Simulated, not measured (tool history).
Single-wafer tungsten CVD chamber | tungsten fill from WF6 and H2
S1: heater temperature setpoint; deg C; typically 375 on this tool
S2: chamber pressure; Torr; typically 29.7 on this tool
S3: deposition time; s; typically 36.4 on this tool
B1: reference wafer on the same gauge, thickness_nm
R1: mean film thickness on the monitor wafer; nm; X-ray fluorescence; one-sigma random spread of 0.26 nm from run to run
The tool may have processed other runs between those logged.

Run 1, hour 0.0: usual settings; B1 68.256. Result: R1 69.256 nm.
Run 2, hour 68.4: usual settings; B1 68.368. Result: R1 69.139 nm.
Run 3, hour 130.7: usual settings; B1 68.399. Result: R1 69.042 nm.
Run 4, hour 222.7: usual settings; B1 68.481. Result: R1 68.895 nm.
Run 5, hour 310.8: usual settings; B1 68.483. Result: R1 69.335 nm.
Run 6, hour 375.3: usual settings; B1 68.575. Result: R1 69.516 nm.
Run 7, hour 466.7: usual settings; B1 68.569. Result: R1 69.502 nm.
Run 8, hour 539.6: usual settings; B1 68.502. Result: R1 69.269 nm.
Run 9, hour 639.3: usual settings; B1 68.655. Result: R1 68.975 nm.
Run 10, hour 718.1: usual settings but S1 383 deg C, S3 34.2 s; B1 68.701. Result: R1 76.029 nm.
Run 11, hour 822.3: usual settings but S1 383 deg C, S3 34.2 s; B1 68.855. Result: R1 75.360 nm.
Run 12, hour 873.9: usual settings; B1 68.924. Result: R1 69.542 nm.
Run 13, hour 963.3: usual settings; B1 68.825. Result: R1 69.794 nm.
Run 14, hour 1021.1: usual settings; B1 68.886. Result: R1 69.560 nm.
Run 15, hour 1102.8: usual settings; B1 68.907. Result: R1 69.730 nm.
Run 16, hour 1193.5: usual settings but S1 371 deg C, S2 24.1 Torr; B1 68.748. Result: R1 59.502 nm.
Run 17, hour 1292.5: usual settings; B1 69.087. Result: R1 69.600 nm.
Run 18, hour 1359.4: usual settings but S1 382 deg C, S2 33.2 Torr; B1 69.025. Result: R1 82.344 nm.
Run 19, hour 1413.1: usual settings but S1 368 deg C, S3 40.1 s; B1 68.950. Result: R1 67.629 nm.
Run 20, hour 1499.0: usual settings but S1 382 deg C, S2 33.2 Torr; B1 69.092. Result: R1 82.383 nm.
Run 21, hour 1603.5: usual settings but S1 368 deg C, S2 36.4 Torr; B1 68.886. Result: R1 66.498 nm.
Run 22, hour 1699.2: usual settings but S2 27.4 Torr; B1 69.012. Result: R1 67.428 nm.
Run 23, hour 1788.7: usual settings; B1 69.155. Result: R1 69.915 nm.
Run 24, hour 1832.1: usual settings but S1 386 deg C; B1 69.003. Result: R1 84.576 nm.
Run 25, hour 1920.6: usual settings; B1 66.317. Result: R1 67.132 nm.
Run 26, hour 1967.0: usual settings but S1 365 deg C, S2 34.1 Torr, S3 30.7 s; B1 66.526. Result: R1 49.739 nm.
Run 27, hour 2005.1: usual settings; B1 66.709. Result: R1 67.378 nm.
Run 28, hour 2104.8: usual settings but S2 36.1 Torr, S3 29.9 s; B1 66.822. Result: R1 60.151 nm.
Run 29, hour 2211.8: usual settings; B1 67.072. Result: R1 67.274 nm.
Run 30, hour 2253.8: usual settings; B1 67.082. Result: R1 67.919 nm.
Run 31, hour 2304.2: usual settings but S1 366 deg C, S3 33.6 s; B1 67.015. Result: R1 52.969 nm.
Run 32, hour 2399.3: usual settings but S2 32.2 Torr; B1 67.309. Result: R1 70.631 nm.
Run 33, hour 2447.1: usual settings but S1 362 deg C, S2 32.7 Torr, S3 30.9 s; B1 67.388. Result: R1 46.786 nm.
Run 34, hour 2541.2: usual settings; B1 67.478. Result: R1 68.715 nm.

Taken out of this log: 5 entries between the listed runs. Where each belongs, and how the hidden state differs across it:
In the gap between runs 8 and 9: capacitance manometer re-zeroed and calibrated (hour 556.0)
  gauge reads high (%): 3.9 -> 3.97
  measured result minus the result with no hidden state, R1: +2.601 -> +2.634 nm
In the gap between runs 16 and 17: showerhead replaced (hour 1263.0)
  gauge reads high (%): 4.25 -> 4.28
  measured result minus the result with no hidden state, R1: +2.425 -> +2.860 nm
In the gap between runs 22 and 23: thermocouple changed; heater temperature recalibrated (hour 1715.6)
  gauge reads high (%): 4.4 -> 4.42
  measured result minus the result with no hidden state, R1: +2.840 -> +2.957 nm
In the gap between runs 24 and 25: gauge calibrated (hour 1837.3)
  gauge reads high (%): 4.43 -> 0.373
  measured result minus the result with no hidden state, R1: +3.584 -> +0.250 nm
In the gap between runs 31 and 32: capacitance manometer re-zeroed and calibrated (hour 2364.6)
  gauge reads high (%): 1.54 -> 1.77
  measured result minus the result with no hidden state, R1: +0.806 -> +1.229 nm
